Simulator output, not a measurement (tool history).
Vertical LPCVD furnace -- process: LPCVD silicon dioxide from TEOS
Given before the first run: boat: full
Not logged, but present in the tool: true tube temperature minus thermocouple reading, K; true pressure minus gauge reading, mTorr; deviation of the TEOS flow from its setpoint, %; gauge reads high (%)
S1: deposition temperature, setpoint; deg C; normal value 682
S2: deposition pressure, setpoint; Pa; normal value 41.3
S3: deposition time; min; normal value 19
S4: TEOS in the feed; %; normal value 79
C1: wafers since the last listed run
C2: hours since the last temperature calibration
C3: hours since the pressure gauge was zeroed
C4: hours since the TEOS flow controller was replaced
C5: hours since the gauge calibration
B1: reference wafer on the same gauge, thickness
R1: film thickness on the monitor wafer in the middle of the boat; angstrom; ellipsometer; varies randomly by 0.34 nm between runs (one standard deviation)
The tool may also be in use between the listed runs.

{"run": 1, "hour": 0.0, "S1": 682, "S2": 45.3, "S3": 19, "S4": 79, "C1": 0, "C2": 2657.2, "C3": 3974.4, "C4": 6172.4, "C5": 204, "B1": 96.94, "R1": 1208.7}
{"run": 2, "hour": 47.6, "S1": 682, "S2": 45.3, "S3": 19, "S4": 79, "C1": 856, "C2": 2704.8, "C3": 4022, "C4": 6220, "C5": 251.6, "B1": 96.99, "R1": 1206}
{"run": 3, "hour": 133.1, "S1": 682, "S2": 45.3, "S3": 19, "S4": 79, "C1": 1538, "C2": 2790.3, "C3": 4107.5, "C4": 6305.5, "C5": 337.1, "B1": 97.06, "R1": 1209.5}
{"run": 4, "hour": 170.1, "S1": 682, "S2": 41.3, "S3": 19, "S4": 79, "C1": 665, "C2": 2827.3, "C3": 4144.5, "C4": 6342.5, "C5": 374.1, "B1": 97.01, "R1": 1145.6}
{"run": 5, "hour": 250.7, "S1": 682, "S2": 41.3, "S3": 19, "S4": 79, "C1": 1450, "C2": 2907.9, "C3": 4225.1, "C4": 6423.1, "C5": 454.7, "B1": 96.95, "R1": 1155.7}
{"run": 6, "hour": 325.4, "S1": 682, "S2": 41.3, "S3": 19, "S4": 79, "C1": 1344, "C2": 2982.6, "C3": 4299.8, "C4": 6497.8, "C5": 529.4, "B1": 96.97, "R1": 1156.3}
{"run": 7, "hour": 409.5, "S1": 682, "S2": 41.3, "S3": 19, "S4": 79, "C1": 1513, "C2": 3066.7, "C3": 4383.9, "C4": 6581.9, "C5": 613.5, "B1": 96.92, "R1": 1151.2}
{"hour": 483.2, "done": "TEOS flow controller replaced"}
{"run": 8, "hour": 483.7, "S1": 682, "S2": 41.3, "S3": 13.5, "S4": 71, "C1": 903, "C2": 3140.9, "C3": 4458.1, "C4": 0.5, "C5": 687.7, "B1": 97.12, "R1": 780.7}
{"hour": 509.6, "done": "pressure gauge zeroed"}
{"run": 9, "hour": 566.5, "S1": 682, "S2": 41.3, "S3": 19, "S4": 94, "C1": 1058, "C2": 3223.7, "C3": 56.9, "C4": 83.3, "C5": 770.5, "B1": 96.97, "R1": 1257.4}
{"run": 10, "hour": 638.4, "S1": 682, "S2": 38.7, "S3": 19, "S4": 79, "C1": 1293, "C2": 3295.6, "C3": 128.8, "C4": 155.2, "C5": 842.4, "B1": 96.96, "R1": 1117.2}
{"hour": 679.9, "done": "gauge calibrated"}
{"hour": 726.1, "done": "thermocouples replaced and temperature profile calibrated"}
{"run": 11, "hour": 906.2, "S1": 682, "S2": 49.3, "S3": 19, "S4": 79, "C1": 4387, "C2": 180.1, "C3": 396.6, "C4": 423, "C5": 226.3, "B1": 97.06, "R1": 1162.7}
{"run": 12, "hour": 976.7, "S1": 682, "S2": 41.3, "S3": 19, "S4": 79, "C1": 1268, "C2": 250.6, "C3": 467.1, "C4": 493.5, "C5": 296.8, "B1": 97.03, "R1": 1076.6}
{"run": 13, "hour": 1079.3, "S1": 682, "S2": 41.3, "S3": 19, "S4": 90, "C1": 1846, "C2": 353.2, "C3": 569.7, "C4": 596.1, "C5": 399.4, "B1": 97.13, "R1": 1157.2}
{"run": 14, "hour": 1126.1, "S1": 688, "S2": 41.3, "S3": 12, "S4": 79, "C1": 842, "C2": 400, "C3": 616.5, "C4": 642.9, "C5": 446.2, "B1": 96.99, "R1": 786.8}
{"run": 15, "hour": 1197.0, "S1": 682, "S2": 41.3, "S3": 19, "S4": 90, "C1": 1275, "C2": 470.9, "C3": 687.4, "C4": 713.8, "C5": 517.1, "B1": 97.03, "R1": 1158.4}

Hidden state or all else? Some run-to-run changes of R1, split into what the settings, what came in and random variation would give without the hidden state, and what is left for the hidden state (with any gauge scatter that isn't in both results):
Run 8 -> 9: S3 13.5 -> 19, S4 71 -> 94, pressure gauge zeroed. R1 +476.7 angstrom: hidden state +39.8, all else +436.9.
Run 10 -> 11: S2 38.7 -> 49.3, gauge calibrated, thermocouples replaced and temperature profile calibrated. R1 +45.5 angstrom: hidden state -79.9, all else +125.4.
